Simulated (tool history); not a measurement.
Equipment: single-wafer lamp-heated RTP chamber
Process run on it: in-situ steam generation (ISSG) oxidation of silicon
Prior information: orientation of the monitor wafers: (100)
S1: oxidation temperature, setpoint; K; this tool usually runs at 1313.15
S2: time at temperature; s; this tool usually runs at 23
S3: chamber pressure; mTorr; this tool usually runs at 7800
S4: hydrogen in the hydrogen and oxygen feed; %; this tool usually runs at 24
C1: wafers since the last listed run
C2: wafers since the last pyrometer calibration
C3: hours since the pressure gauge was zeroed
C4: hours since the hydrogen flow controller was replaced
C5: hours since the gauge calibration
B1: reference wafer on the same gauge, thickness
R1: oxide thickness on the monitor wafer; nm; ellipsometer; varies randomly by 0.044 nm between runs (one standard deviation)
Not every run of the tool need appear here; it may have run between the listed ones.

{"run": 1, "day": 0.0, "S1": 1313.15, "S2": 23, "S3": 7800, "S4": 24, "C1": 0, "C2": 2703, "C3": 1755.5, "C4": 118.1, "C5": 53.1, "B1": 6.554, "R1": 8.119}
{"run": 2, "day": 2.154, "S1": 1313.15, "S2": 23, "S3": 7800, "S4": 24, "C1": 944, "C2": 3648, "C3": 1807.2, "C4": 169.8, "C5": 104.8, "B1": 6.566, "R1": 8.205}
{"run": 3, "day": 3.429, "S1": 1313.15, "S2": 23, "S3": 7800, "S4": 24, "C1": 559, "C2": 4208, "C3": 1837.8, "C4": 200.4, "C5": 135.4, "B1": 6.557, "R1": 8.201}
{"run": 4, "day": 5.842, "S1": 1313.15, "S2": 23, "S3": 7800, "S4": 24, "C1": 1058, "C2": 5266, "C3": 1895.7, "C4": 258.3, "C5": 193.3, "B1": 6.548, "R1": 8.16}
{"run": 5, "day": 7.062, "S1": 1313.15, "S2": 23, "S3": 7800, "S4": 24, "C1": 535, "C2": 5801, "C3": 1925, "C4": 287.6, "C5": 222.6, "B1": 6.563, "R1": 8.179}
{"run": 6, "day": 8.35, "S1": 1313.15, "S2": 23, "S3": 7800, "S4": 24, "C1": 564, "C2": 6366, "C3": 1955.9, "C4": 318.5, "C5": 253.5, "B1": 6.546, "R1": 8.08}
{"run": 7, "day": 9.792, "S1": 1313.15, "S2": 23, "S3": 7800, "S4": 24, "C1": 632, "C2": 6998, "C3": 1990.5, "C4": 353.1, "C5": 288.1, "B1": 6.567, "R1": 8.141}
{"run": 8, "day": 11.646, "S1": 1313.15, "S2": 23, "S3": 7800, "S4": 24, "C1": 813, "C2": 7812, "C3": 2035, "C4": 397.6, "C5": 332.6, "B1": 6.553, "R1": 8.096}
{"run": 9, "day": 12.892, "S1": 1321.15, "S2": 20, "S3": 9200, "S4": 20, "C1": 546, "C2": 8358, "C3": 2064.9, "C4": 427.5, "C5": 362.5, "B1": 6.588, "R1": 7.575}
{"day": 14.046, "done": "pyrometer window cleaned and pyrometer calibrated"}
{"run": 10, "day": 15.833, "S1": 1297.15, "S2": 26, "S3": 6900, "S4": 17, "C1": 1144, "C2": 784, "C3": 2135.5, "C4": 498.1, "C5": 433.1, "B1": 6.563, "R1": 7.189}
{"run": 11, "day": 17.738, "S1": 1313.15, "S2": 23, "S3": 7800, "S4": 21, "C1": 835, "C2": 1619, "C3": 2181.2, "C4": 543.8, "C5": 478.8, "B1": 6.564, "R1": 7.762}
{"run": 12, "day": 19.383, "S1": 1313.15, "S2": 23, "S3": 7800, "S4": 24, "C1": 721, "C2": 2341, "C3": 2220.7, "C4": 583.3, "C5": 518.3, "B1": 6.566, "R1": 8.08}
{"run": 13, "day": 21.725, "S1": 1313.15, "S2": 23, "S3": 7800, "S4": 24, "C1": 1027, "C2": 3368, "C3": 2276.9, "C4": 639.5, "C5": 574.5, "B1": 6.572, "R1": 8.066}
{"run": 14, "day": 27.575, "S1": 1303.15, "S2": 29, "S3": 6900, "S4": 24, "C1": 2565, "C2": 5934, "C3": 2417.3, "C4": 779.9, "C5": 714.9, "B1": 6.571, "R1": 8.886}
{"day": 27.942, "done": "pressure gauge zeroed"}
{"run": 15, "day": 29.942, "S1": 1313.15, "S2": 30, "S3": 6900, "S4": 24, "C1": 891, "C2": 6826, "C3": 48, "C4": 836.7, "C5": 771.7, "B1": 6.556, "R1": 9.458}
{"day": 31.0, "done": "pyrometer window cleaned and pyrometer calibrated"}
{"run": 16, "day": 31.654, "S1": 1307.15, "S2": 21, "S3": 7800, "S4": 24, "C1": 604, "C2": 287, "C3": 89.1, "C4": 877.8, "C5": 812.8, "B1": 6.57, "R1": 7.303}
{"run": 17, "day": 34.146, "S1": 1298.15, "S2": 23, "S3": 8800, "S4": 20, "C1": 1092, "C2": 1380, "C3": 148.9, "C4": 937.6, "C5": 872.6, "B1": 6.58, "R1": 6.966}
{"run": 18, "day": 39.379, "S1": 1303.15, "S2": 23, "S3": 7800, "S4": 18, "C1": 2295, "C2": 3676, "C3": 274.5, "C4": 1063.2, "C5": 998.2, "B1": 6.556, "R1": 7.188}
{"run": 19, "day": 41.2, "S1": 1313.15, "S2": 23, "S3": 8800, "S4": 24, "C1": 798, "C2": 4474, "C3": 318.2, "C4": 1106.9, "C5": 1041.9, "B1": 6.558, "R1": 7.959}
{"run": 20, "day": 43.196, "S1": 1295.15, "S2": 15, "S3": 8500, "S4": 18, "C1": 875, "C2": 5350, "C3": 366.1, "C4": 1154.8, "C5": 1089.8, "B1": 6.558, "R1": 5.577}
{"run": 21, "day": 46.075, "S1": 1303.15, "S2": 23, "S3": 7800, "S4": 24, "C1": 1262, "C2": 6613, "C3": 435.2, "C4": 1223.9, "C5": 1158.9, "B1": 6.554, "R1": 7.701}
{"run": 22, "day": 47.796, "S1": 1313.15, "S2": 23, "S3": 7800, "S4": 24, "C1": 754, "C2": 7367, "C3": 476.5, "C4": 1265.2, "C5": 1200.2, "B1": 6.561, "R1": 8.289}
{"run": 23, "day": 49.721, "S1": 1313.15, "S2": 23, "S3": 7800, "S4": 14, "C1": 844, "C2": 8212, "C3": 522.7, "C4": 1311.4, "C5": 1246.4, "B1": 6.553, "R1": 7.24}
{"day": 50.417, "done": "pyrometer window cleaned and pyrometer calibrated"}
{"run": 24, "day": 50.929, "S1": 1303.15, "S2": 16, "S3": 8400, "S4": 30, "C1": 383, "C2": 224, "C3": 551.7, "C4": 1340.4, "C5": 1275.4, "B1": 6.565, "R1": 6.52}
{"run": 25, "day": 52.717, "S1": 1301.15, "S2": 31, "S3": 7800, "S4": 28, "C1": 784, "C2": 1008, "C3": 594.6, "C4": 1383.3, "C5": 1318.3, "B1": 6.554, "R1": 8.981}
{"run": 26, "day": 53.867, "S1": 1327.15, "S2": 19, "S3": 8900, "S4": 19, "C1": 504, "C2": 1512, "C3": 622.2, "C4": 1410.9, "C5": 1345.9, "B1": 6.556, "R1": 7.341}
{"run": 27, "day": 55.138, "S1": 1319.15, "S2": 30, "S3": 6900, "S4": 16, "C1": 557, "C2": 2070, "C3": 652.7, "C4": 1441.4, "C5": 1376.4, "B1": 6.564, "R1": 8.784}
{"run": 28, "day": 56.562, "S1": 1313.15, "S2": 23, "S3": 7800, "S4": 24, "C1": 625, "C2": 2695, "C3": 686.9, "C4": 1475.6, "C5": 1410.6, "B1": 6.577, "R1": 8.02}
{"run": 29, "day": 57.796, "S1": 1319.15, "S2": 16, "S3": 7800, "S4": 24, "C1": 540, "C2": 3236, "C3": 716.5, "C4": 1505.2, "C5": 1440.2, "B1": 6.541, "R1": 6.962}
{"run": 30, "day": 60.467, "S1": 1325.15, "S2": 23, "S3": 7800, "S4": 21, "C1": 1171, "C2": 4407, "C3": 780.6, "C4": 1569.3, "C5": 1504.3, "B1": 6.556, "R1": 8.368}

Take each entry between the runs: how does the hidden state at the last listed run before it differ from the hidden state at the first listed run after it?
Between runs 9 and 10: pyrometer window cleaned and pyrometer calibrated (day 14.046)
  true wafer temperature minus pyrometer reading, K: 10.1 -> 3.88
  difference, measured minus the result without the unlogged condition, R1: +0.409 -> +0.139 nm
Between runs 14 and 15: pressure gauge zeroed (day 27.942)
  true wafer temperature minus pyrometer reading, K: 10.6 -> 11
  difference, measured minus the result without the unlogged condition, R1: +0.493 -> +0.574 nm
Between runs 15 and 16: pyrometer window cleaned and pyrometer calibrated (day 31)
  true wafer temperature minus pyrometer reading, K: 11 -> 1.12
  difference, measured minus the result without the unlogged condition, R1: +0.574 -> +0.041 nm
Between runs 23 and 24: pyrometer window cleaned and pyrometer calibrated (day 50.417)
  true wafer temperature minus pyrometer reading, K: 10.1 -> 1.89
  difference, measured minus the result without the unlogged condition, R1: +0.386 -> +0.057 nm
